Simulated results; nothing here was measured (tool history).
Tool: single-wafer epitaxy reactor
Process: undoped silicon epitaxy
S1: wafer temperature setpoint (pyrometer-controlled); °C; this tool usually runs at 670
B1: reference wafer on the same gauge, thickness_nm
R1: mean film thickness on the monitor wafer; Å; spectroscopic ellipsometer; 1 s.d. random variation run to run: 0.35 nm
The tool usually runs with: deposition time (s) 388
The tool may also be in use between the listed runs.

run 1 hour=0 | S1=670 deposition_time_(s)=388 | B1=113.036 | R1=1259.72
run 2 hour=12.1 | S1=670 deposition_time_(s)=388 | B1=112.924 | R1=1255.09
run 3 hour=34.1 | S1=670 deposition_time_(s)=388 | B1=112.963 | R1=1253.72
run 4 hour=45.8 | S1=670 deposition_time_(s)=388 | B1=113.023 | R1=1263.33
run 5 hour=60.1 | S1=670 deposition_time_(s)=388 | B1=113.027 | R1=1261.82
run 6 hour=70.2 | S1=670 deposition_time_(s)=388 | B1=113.024 | R1=1260.73
run 7 hour=85 | S1=670 deposition_time_(s)=388 | B1=113.066 | R1=1259.36
run 8 hour=98.7 | S1=662 deposition_time_(s)=388 | B1=112.973 | R1=1039.52
run 9 hour=109.9 | S1=666 deposition_time_(s)=388 | B1=113.069 | R1=1148.81
run 10 hour=125.1 | S1=666 deposition_time_(s)=388 | B1=113.038 | R1=1151.2
run 11 hour=136.2 | S1=664 deposition_time_(s)=366 | B1=113.017 | R1=1032.69
run 12 hour=149.7 | S1=664 deposition_time_(s)=366 | B1=112.941 | R1=1035.95
run 13 hour=165.3 | S1=664 deposition_time_(s)=366 | B1=113.061 | R1=1033.45
run 14 hour=178.2 | S1=670 deposition_time_(s)=388 | B1=113.019 | R1=1263.32
run 15 hour=188.4 | S1=670 deposition_time_(s)=388 | B1=112.927 | R1=1266
run 16 hour=194.9 | S1=670 deposition_time_(s)=388 | B1=113.043 | R1=1258.36
run 17 hour=208.4 | S1=670 deposition_time_(s)=388 | B1=112.977 | R1=1256.55
run 18 hour=215.6 | S1=670 deposition_time_(s)=388 | B1=113.002 | R1=1269.8
run 19 hour=226 | S1=670 deposition_time_(s)=388 | B1=113.001 | R1=1257.05
run 20 hour=234.8 | S1=670 deposition_time_(s)=388 | B1=112.995 | R1=1254.71
run 21 hour=249.1 | S1=670 deposition_time_(s)=388 | B1=113.04 | R1=1263.84
run 22 hour=266.1 | S1=670 deposition_time_(s)=388 | B1=113.022 | R1=1259.74
run 23 hour=309 | S1=674 deposition_time_(s)=325 | B1=112.947 | R1=1160.98
run 24 hour=323.8 | S1=665 deposition_time_(s)=342 | B1=112.969 | R1=995.34
run 25 hour=339.9 | S1=670 deposition_time_(s)=464 | B1=112.993 | R1=1507.13
-- hour=354.2 pyrometer calibrated
-- hour=389.3 gauge calibrated
run 26 hour=392.3 | S1=666 deposition_time_(s)=446 | B1=113.005 | R1=1200.66
run 27 hour=399.5 | S1=684 deposition_time_(s)=415 | B1=112.995 | R1=1709.15
run 28 hour=406 | S1=661 deposition_time_(s)=366 | B1=112.997 | R1=873.46
run 29 hour=417.5 | S1=670 deposition_time_(s)=388 | B1=113.042 | R1=1143.5
run 30 hour=435.4 | S1=670 deposition_time_(s)=388 | B1=113.099 | R1=1147.74
run 31 hour=449.7 | S1=664 deposition_time_(s)=366 | B1=113.031 | R1=941.52
run 32 hour=460.9 | S1=661 deposition_time_(s)=320 | B1=112.943 | R1=768.09
run 33 hour=473.7 | S1=670 deposition_time_(s)=388 | B1=112.973 | R1=1153.98
run 34 hour=481.8 | S1=680 deposition_time_(s)=425 | B1=113.087 | R1=1605.37
run 35 hour=489.1 | S1=670 deposition_time_(s)=388 | B1=112.972 | R1=1155
run 36 hour=503.4 | S1=677 deposition_time_(s)=352 | B1=113.005 | R1=1235.47
run 37 hour=538.1 | S1=676 deposition_time_(s)=427 | B1=113.067 | R1=1470.54
run 38 hour=553.5 | S1=674 deposition_time_(s)=464 | B1=112.978 | R1=1525.76
run 39 hour=561.3 | S1=683 deposition_time_(s)=456 | B1=113.031 | R1=1862.46
run 40 hour=573.9 | S1=682 deposition_time_(s)=441 | B1=112.902 | R1=1748.26
run 41 hour=587.3 | S1=660 deposition_time_(s)=324 | B1=113.016 | R1=765.74

Forecast each of these 5 alternatives for the next run:
run A hour=587.8 | S1=670 deposition_time_(s)=457 | B1=? | R1=?
run B hour=587.8 | S1=678 deposition_time_(s)=318 | B1=? | R1=?
run C hour=587.8 | S1=682 deposition_time_(s)=410 | B1=? | R1=?
run D hour=587.8 | S1=670 deposition_time_(s)=354 | B1=? | R1=?
run E hour=587.8 | S1=660 deposition_time_(s)=422 | B1=? | R1=?

run=A B1=113.071 R1=1369.39
run=B B1=113.071 R1=1150.4
run=C B1=113.071 R1=1627.52
run=D B1=113.071 R1=1060.76
run=E B1=113.071 R1=994.06
The same runs, with their run-to-run variation unchanged, on a tool lacking any hidden condition would have given:
run=A R1=1357.18
run=B R1=1140.34
run=C R1=1613.42
run=D R1=1051.3
run=E R1=984.97
